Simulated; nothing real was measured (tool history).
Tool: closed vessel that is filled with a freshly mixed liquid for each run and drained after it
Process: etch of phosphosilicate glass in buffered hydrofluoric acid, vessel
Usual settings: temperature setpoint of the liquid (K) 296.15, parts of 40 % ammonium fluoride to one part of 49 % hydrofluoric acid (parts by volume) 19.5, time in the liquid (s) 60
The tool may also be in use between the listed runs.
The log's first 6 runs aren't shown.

run	day	temperature setpoint of the liquid (K)	parts of 40 % ammonium fluoride to one part of 49 % hydrofluoric acid (parts by volume)	time in the liquid (s)	wafers since the last listed run	hours since the thermometer was replaced	hours since the hydrofluoric acid flow meter was replaced	hours since the gauge calibration	read-back film thickness of the phosphosilicate glass reference wafer, read on the same gauge (nm)	thickness taken off the phosphosilicate glass on a monitor wafer (angstrom)
7	8.221	297.65	19.5	60	2785	1312.8	890.5	931.3	40.03	1303.7
8	9.567	297.65	19.5	60	4283	1345.1	922.8	963.6	39.99	1292
9	10.8	296.15	15	50	3925	1374.7	952.4	993.2	40.01	1292
10	12.275	296.15	15	50	4694	1410.1	987.8	1028.6	40	1273.2
11	13.4	296.15	15	50	3580	1437.1	1014.8	1055.6	40.04	1276.3
12	13.954	297.65	19.5	60	1763	1450.4	1028.1	1068.9	39.98	1291
13	15.183	298.65	11.5	40	3912	1479.9	1057.6	1098.4	40	1534
# day 15.467: gauge calibrated
14	16.283	296.15	19.5	60	3501	1506.3	1084	19.6	40.02	1188.2
15	17.633	300.65	12	60	4297	1538.7	1116.4	52	39.98	2416.3
16	18.754	298.65	19.5	85	3567	1565.6	1143.3	78.9	40.03	1897.5
17	19.454	292.65	17	45	2228	1582.4	1160.1	95.7	39.95	827.3
18	20.058	296.15	19.5	35	1923	1596.9	1174.6	110.2	40	691.4

Run 19 comes next. What will it give?
19	20.633	300.15	16	85	1830	1610.7	1188.4	124	?	?

{"run 19": {"read-back film thickness of the phosphosilicate glass reference wafer, read on the same gauge (nm)": 40.01, "thickness taken off the phosphosilicate glass on a monitor wafer (angstrom)": 2553.7}}
Without the tool's hidden state the same run would have given thickness taken off the phosphosilicate glass on a monitor wafer (angstrom) 2869.4.
